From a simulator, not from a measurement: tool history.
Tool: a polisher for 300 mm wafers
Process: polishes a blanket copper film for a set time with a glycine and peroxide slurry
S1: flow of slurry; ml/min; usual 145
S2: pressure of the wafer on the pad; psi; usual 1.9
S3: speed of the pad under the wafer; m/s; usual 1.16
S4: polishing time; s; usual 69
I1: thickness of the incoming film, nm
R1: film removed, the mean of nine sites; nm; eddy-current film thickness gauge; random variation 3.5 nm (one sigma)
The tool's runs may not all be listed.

run	hour	S1	S2	S3	S4	I1	R1
1	0	145	1.9	1.16	69	1426.8	322.8
2	16.4	145	1.9	1.16	69	1445.3	328.3
3	29.2	145	1.9	1.16	69	1417.2	322.6
4	42.2	145	1.9	1.16	69	1429.4	323.4
# hour 51.6: worn pad replaced by a new one
5	59.1	145	1.9	1.16	69	1409	325
6	71.2	145	1.9	1.16	69	1457.3	322.6
7	79	145	1.9	1.16	69	1452.5	324.9
8	94.8	145	1.4	1.16	69	1435.9	268
9	112.5	145	1.4	1.16	69	1454.9	267.5
10	129.1	145	1.4	1.16	69	1424.3	262.8
11	138.5	145	1.5	1.16	69	1412.2	276.6
12	156.4	145	1.5	1.16	69	1445.8	272.7
13	164.9	145	1.9	1.16	69	1418.8	325.3
14	182.4	145	1.9	1.16	69	1414.2	322
15	192.9	145	1.9	1.16	69	1449	321.1
16	205.3	120	1.9	1.34	69	1423.8	327
17	221.2	120	1.9	1.34	69	1422.1	336.3
18	230.1	145	1.9	1.16	79	1442.3	360.9
# hour 234: head pressure recalibrated
19	237.7	115	1.4	0.96	69	1410	220.1
20	255.6	115	1.4	0.96	69	1428.7	223
21	265.2	190	1.9	1.16	48	1434.2	232.5
# hour 279.7: slurry nozzle cleaned
22	282.6	100	1.6	1.52	59	1433.7	275.5
# hour 291.7: worn pad replaced by a new one
23	292.2	145	2.5	0.86	69	1429.7	343.4
24	303.9	145	1.9	1.16	69	1443.6	337
25	314	145	1.9	1.16	85	1420.4	408.9
26	327.3	125	1.4	0.86	51	1434.1	173.3
27	336.2	145	1.7	0.94	69	1420.9	275.2
28	352.2	145	1.9	1.16	69	1413.3	329.1
29	361.8	145	1.9	1.5	69	1453.9	398.2
30	374.9	145	2.5	0.92	58	1444.9	295.9
31	386.1	105	1.9	1.16	83	1437.3	367.8
32	398.7	160	1.9	1.16	48	1414.7	235.3
33	409.2	145	1.9	1.34	81	1453.3	424.5
34	421.5	145	2.5	1.16	45	1445.2	264.6
35	475.3	165	1.6	1.16	69	1420.8	303.1
36	493.2	145	1.9	1.16	69	1429.2	327

5 ways to go on from here, each from the tool as it stands after run 36. What would each give?
A	493.6	145	1.9	1.16	69	1440	?
B	493.6	170	2.1	0.82	79	1440	?
C	493.6	165	2.1	1.3	69	1440	?
D	493.6	165	1.3	1.16	75	1440	?
E	493.6	145	1.9	1	69	1440	?

run	R1
A	329.5
B	343.1
C	387.5
D	289.4
E	302.8
Without the tool's hidden state the same runs would have given:
run	R1
A	336.4
B	349.3
C	394.7
D	294.8
E	309.2

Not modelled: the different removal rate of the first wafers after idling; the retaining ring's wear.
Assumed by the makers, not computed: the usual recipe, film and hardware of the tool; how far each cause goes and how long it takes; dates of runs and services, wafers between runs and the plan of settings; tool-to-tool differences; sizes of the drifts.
